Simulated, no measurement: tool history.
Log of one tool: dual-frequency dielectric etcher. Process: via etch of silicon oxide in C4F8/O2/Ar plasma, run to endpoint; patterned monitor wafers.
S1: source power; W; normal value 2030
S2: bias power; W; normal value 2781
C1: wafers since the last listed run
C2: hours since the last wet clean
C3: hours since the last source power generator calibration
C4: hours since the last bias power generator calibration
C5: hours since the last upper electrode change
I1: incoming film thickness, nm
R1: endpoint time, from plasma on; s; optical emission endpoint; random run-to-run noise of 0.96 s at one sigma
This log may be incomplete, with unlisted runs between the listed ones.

run 1 hour=0 | S1=2030 S2=2781 | C1=0 C2=6.5 C3=3036.2 C4=3153.6 C5=2916 | I1=1758.6 | R1=320.1
run 2 hour=35.4 | S1=2030 S2=3019 | C1=210 C2=41.9 C3=3071.6 C4=3189 C5=2951.4 | I1=1744.5 | R1=310.6
run 3 hour=84.6 | S1=2030 S2=3019 | C1=292 C2=91.1 C3=3120.8 C4=3238.2 C5=3000.6 | I1=1744.6 | R1=310.2
run 4 hour=135.1 | S1=2030 S2=2781 | C1=299 C2=141.6 C3=3171.3 C4=3288.7 C5=3051.1 | I1=1764.9 | R1=319.8
run 5 hour=190.9 | S1=2030 S2=2781 | C1=331 C2=197.4 C3=3227.1 C4=3344.5 C5=3106.9 | I1=1757.5 | R1=320.3
run 6 hour=240.2 | S1=2030 S2=2781 | C1=292 C2=246.7 C3=3276.4 C4=3393.8 C5=3156.2 | I1=1754.8 | R1=318.7
run 7 hour=297.9 | S1=2030 S2=2781 | C1=342 C2=304.4 C3=3334.1 C4=3451.5 C5=3213.9 | I1=1785.4 | R1=322.7
run 8 hour=367.3 | S1=2030 S2=2568 | C1=412 C2=373.8 C3=3403.5 C4=3520.9 C5=3283.3 | I1=1749.5 | R1=322
run 9 hour=425.5 | S1=2030 S2=2781 | C1=345 C2=432 C3=3461.7 C4=3579.1 C5=3341.5 | I1=1768.6 | R1=317.6
-- hour=486.5 wet clean of the chamber
-- hour=489.5 source power generator calibrated
run 10 hour=497 | S1=2030 S2=2781 | C1=264 C2=10.5 C3=7.5 C4=3650.6 C5=3413 | I1=1734.8 | R1=316.3
-- hour=558.3 upper electrode replaced
run 11 hour=581.1 | S1=2410 S2=2611 | C1=356 C2=94.6 C3=91.6 C4=3734.7 C5=22.8 | I1=1726.4 | R1=304.4
-- hour=610.4 bias power generator calibrated
run 12 hour=611.9 | S1=2030 S2=2781 | C1=159 C2=125.4 C3=122.4 C4=1.5 C5=53.6 | I1=1744.5 | R1=316.3

The next listed run, before its measurement:
run 13 hour=665.4 | S1=2030 S2=2781 | C1=317 C2=178.9 C3=175.9 C4=55 C5=107.1 | I1=1776.3 | R1=?

{"run 13": {"R1": 319.8}}
Without the tool's hidden state the same run would have given R1 322.8 s.
